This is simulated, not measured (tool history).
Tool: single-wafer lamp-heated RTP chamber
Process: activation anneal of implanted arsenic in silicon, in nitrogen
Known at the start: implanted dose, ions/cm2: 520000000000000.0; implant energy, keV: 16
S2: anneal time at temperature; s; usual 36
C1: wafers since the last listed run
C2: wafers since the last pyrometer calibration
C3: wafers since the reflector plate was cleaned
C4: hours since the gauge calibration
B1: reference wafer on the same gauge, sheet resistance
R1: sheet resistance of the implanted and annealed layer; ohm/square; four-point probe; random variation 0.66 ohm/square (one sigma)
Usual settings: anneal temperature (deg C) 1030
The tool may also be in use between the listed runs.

{"run": 1, "hour": 0.0, "anneal temperature (deg C)": 1030, "S2": 36, "C1": 0, "C2": 3547, "C3": 3547, "C4": 671, "B1": 235.16, "R1": 205.58}
{"hour": 43.4, "done": "reflector plate cleaned"}
{"run": 2, "hour": 43.9, "anneal temperature (deg C)": 1030, "S2": 36, "C1": 319, "C2": 3866, "C3": 4, "C4": 714.9, "B1": 234.88, "R1": 208.08}
{"run": 3, "hour": 73.0, "anneal temperature (deg C)": 1030, "S2": 36, "C1": 258, "C2": 4125, "C3": 263, "C4": 744, "B1": 235.24, "R1": 208.38}
{"run": 4, "hour": 170.1, "anneal temperature (deg C)": 1030, "S2": 36, "C1": 863, "C2": 4988, "C3": 1126, "C4": 841.1, "B1": 235.01, "R1": 206.34}
{"run": 5, "hour": 206.7, "anneal temperature (deg C)": 1051, "S2": 36, "C1": 325, "C2": 5313, "C3": 1451, "C4": 877.7, "B1": 235.22, "R1": 201.98}
{"run": 6, "hour": 244.9, "anneal temperature (deg C)": 1030, "S2": 36, "C1": 339, "C2": 5653, "C3": 1791, "C4": 915.9, "B1": 235.12, "R1": 206.92}
{"run": 7, "hour": 289.7, "anneal temperature (deg C)": 1040, "S2": 36, "C1": 398, "C2": 6051, "C3": 2189, "C4": 960.7, "B1": 234.96, "R1": 204.87}
{"run": 8, "hour": 339.8, "anneal temperature (deg C)": 1030, "S2": 36, "C1": 445, "C2": 6496, "C3": 2634, "C4": 1010.8, "B1": 234.91, "R1": 207.72}
{"run": 9, "hour": 385.1, "anneal temperature (deg C)": 1030, "S2": 36, "C1": 402, "C2": 6899, "C3": 3037, "C4": 1056.1, "B1": 234.98, "R1": 206.03}
{"run": 10, "hour": 416.9, "anneal temperature (deg C)": 1030, "S2": 36, "C1": 282, "C2": 7182, "C3": 3320, "C4": 1087.9, "B1": 234.85, "R1": 206.63}
{"run": 11, "hour": 467.1, "anneal temperature (deg C)": 1030, "S2": 36, "C1": 446, "C2": 7628, "C3": 3766, "C4": 1138.1, "B1": 235.15, "R1": 205.95}
{"run": 12, "hour": 496.8, "anneal temperature (deg C)": 1030, "S2": 36, "C1": 263, "C2": 7892, "C3": 4030, "C4": 1167.8, "B1": 235.04, "R1": 206.45}
{"hour": 535.7, "done": "gauge calibrated"}
{"hour": 537.3, "done": "pyrometer window cleaned and pyrometer calibrated"}
{"run": 13, "hour": 557.5, "anneal temperature (deg C)": 1030, "S2": 36, "C1": 468, "C2": 179, "C3": 4498, "C4": 21.8, "B1": 234.95, "R1": 205.43}
{"hour": 574.7, "done": "reflector plate cleaned"}
{"run": 14, "hour": 583.1, "anneal temperature (deg C)": 1030, "S2": 36, "C1": 156, "C2": 335, "C3": 74, "C4": 47.4, "B1": 235.03, "R1": 208.52}
{"run": 15, "hour": 725.8, "anneal temperature (deg C)": 1030, "S2": 36, "C1": 1268, "C2": 1604, "C3": 1343, "C4": 190.1, "B1": 234.8, "R1": 206.25}
{"run": 16, "hour": 760.1, "anneal temperature (deg C)": 1030, "S2": 36, "C1": 304, "C2": 1908, "C3": 1647, "C4": 224.4, "B1": 235.01, "R1": 207.14}
{"run": 17, "hour": 831.1, "anneal temperature (deg C)": 1030, "S2": 36, "C1": 631, "C2": 2540, "C3": 2279, "C4": 295.4, "B1": 235.01, "R1": 206.55}
{"run": 18, "hour": 874.0, "anneal temperature (deg C)": 1030, "S2": 36, "C1": 381, "C2": 2921, "C3": 2660, "C4": 338.3, "B1": 235.26, "R1": 206.55}
{"run": 19, "hour": 929.7, "anneal temperature (deg C)": 1057, "S2": 36, "C1": 495, "C2": 3416, "C3": 3155, "C4": 394, "B1": 234.69, "R1": 198.48}
{"run": 20, "hour": 999.7, "anneal temperature (deg C)": 1030, "S2": 27, "C1": 622, "C2": 4038, "C3": 3777, "C4": 464, "B1": 234.95, "R1": 209.85}
{"run": 21, "hour": 1024.5, "anneal temperature (deg C)": 1030, "S2": 30, "C1": 220, "C2": 4259, "C3": 3998, "C4": 488.8, "B1": 235.22, "R1": 208.31}
{"hour": 1043.3, "done": "reflector plate cleaned"}
{"run": 22, "hour": 1053.4, "anneal temperature (deg C)": 1008, "S2": 21, "C1": 185, "C2": 4444, "C3": 89, "C4": 517.7, "B1": 235.03, "R1": 217.52}
{"run": 23, "hour": 1077.4, "anneal temperature (deg C)": 1030, "S2": 24, "C1": 213, "C2": 4658, "C3": 302, "C4": 541.7, "B1": 235.04, "R1": 211.07}
{"run": 24, "hour": 1120.3, "anneal temperature (deg C)": 1030, "S2": 36, "C1": 381, "C2": 5039, "C3": 684, "C4": 584.6, "B1": 234.95, "R1": 207.95}

Forecast run 25:
{"run": 25, "hour": 1203.6, "anneal temperature (deg C)": 1030, "S2": 36, "C1": 740, "C2": 5779, "C3": 1424, "C4": 667.9, "B1": "?", "R1": "?"}

{"run 25": {"B1": 234.85, "R1": 206.12}}
Without the tool's hidden state the same run would have given R1 206.89 ohm/square.
